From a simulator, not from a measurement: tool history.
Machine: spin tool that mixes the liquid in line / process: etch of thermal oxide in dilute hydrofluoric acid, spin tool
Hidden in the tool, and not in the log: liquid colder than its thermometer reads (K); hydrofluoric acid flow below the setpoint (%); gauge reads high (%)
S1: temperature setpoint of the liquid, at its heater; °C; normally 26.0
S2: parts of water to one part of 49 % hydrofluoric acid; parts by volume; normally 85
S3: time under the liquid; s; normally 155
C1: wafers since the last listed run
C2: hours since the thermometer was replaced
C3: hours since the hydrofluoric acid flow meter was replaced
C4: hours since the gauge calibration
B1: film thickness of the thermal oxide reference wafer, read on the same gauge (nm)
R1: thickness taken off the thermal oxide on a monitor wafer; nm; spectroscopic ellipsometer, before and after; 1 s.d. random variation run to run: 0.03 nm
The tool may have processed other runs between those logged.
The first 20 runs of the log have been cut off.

| run | hour | S1 | S2 | S3 | C1 | C2 | C3 | C4 | B1 | R1 |
|---|---|---|---|---|---|---|---|---|---|---|
| 21 | 446.9 | 21.0 | 85 | 155 | 229 | 191.6 | 363.7 | 449.5 | 140.00 | 7.87 |
| 22 | 460.8 | 24.5 | 70 | 230 | 149 | 205.5 | 377.6 | 463.4 | 140.03 | 16.62 |
| 23 | 495.6 | 26.0 | 85 | 195 | 373 | 240.3 | 412.4 | 498.2 | 139.99 | 12.09 |
| 24 | 531.2 | 27.5 | 70 | 155 | 381 | 275.9 | 448.0 | 533.8 | 140.01 | 12.56 |
| 25 | 561.7 | 21.0 | 120 | 205 | 327 | 306.4 | 478.5 | 564.3 | 140.02 | 7.04 |
| 26 | 595.5 | 24.0 | 115 | 125 | 362 | 340.2 | 512.3 | 598.1 | 139.99 | 5.10 |
| 27 | 629.1 | 27.5 | 65 | 155 | 360 | 373.8 | 545.9 | 631.7 | 140.02 | 13.73 |
| 28 | 653.7 | 21.5 | 50 | 155 | 263 | 398.4 | 570.5 | 656.3 | 139.99 | 14.29 |
| 29 | 688.1 | 23.0 | 120 | 155 | 368 | 432.8 | 604.9 | 690.7 | 140.01 | 5.74 |
| 30 | 717.0 | 22.5 | 85 | 155 | 309 | 461.7 | 633.8 | 719.6 | 140.01 | 8.32 |
| 31 | 729.5 | 28.5 | 120 | 230 | 134 | 474.2 | 646.3 | 732.1 | 139.99 | 10.57 |
| 32 | 756.0 | 27.5 | 85 | 155 | 284 | 500.7 | 672.8 | 758.6 | 140.01 | 10.12 |
| 33 | 768.8 | 28.0 | 50 | 195 | 137 | 513.5 | 685.6 | 771.4 | 140.00 | 23.29 |

5 ways to go on from here, each from the tool as it stands after run 33. What would each give?
| A | 769.3 | 26.0 | 85 | 155 | 5 | 514.0 | 686.1 | 771.9 | ? | ? |
| B | 769.3 | 26.0 | 85 | 95 | 5 | 514.0 | 686.1 | 771.9 | ? | ? |
| C | 769.3 | 28.0 | 85 | 210 | 5 | 514.0 | 686.1 | 771.9 | ? | ? |
| D | 769.3 | 26.0 | 50 | 115 | 5 | 514.0 | 686.1 | 771.9 | ? | ? |
| E | 769.3 | 26.0 | 50 | 155 | 5 | 514.0 | 686.1 | 771.9 | ? | ? |

| run | B1 | R1 |
|---|---|---|
| A | 140.00 | 9.55 |
| B | 140.00 | 5.85 |
| C | 140.00 | 13.99 |
| D | 140.00 | 12.63 |
| E | 140.00 | 17.03 |
Without the tool's hidden state the same runs would have given:
| run | R1 |
|---|---|
| A | 9.72 |
| B | 5.96 |
| C | 14.24 |
| D | 12.85 |
| E | 17.32 |
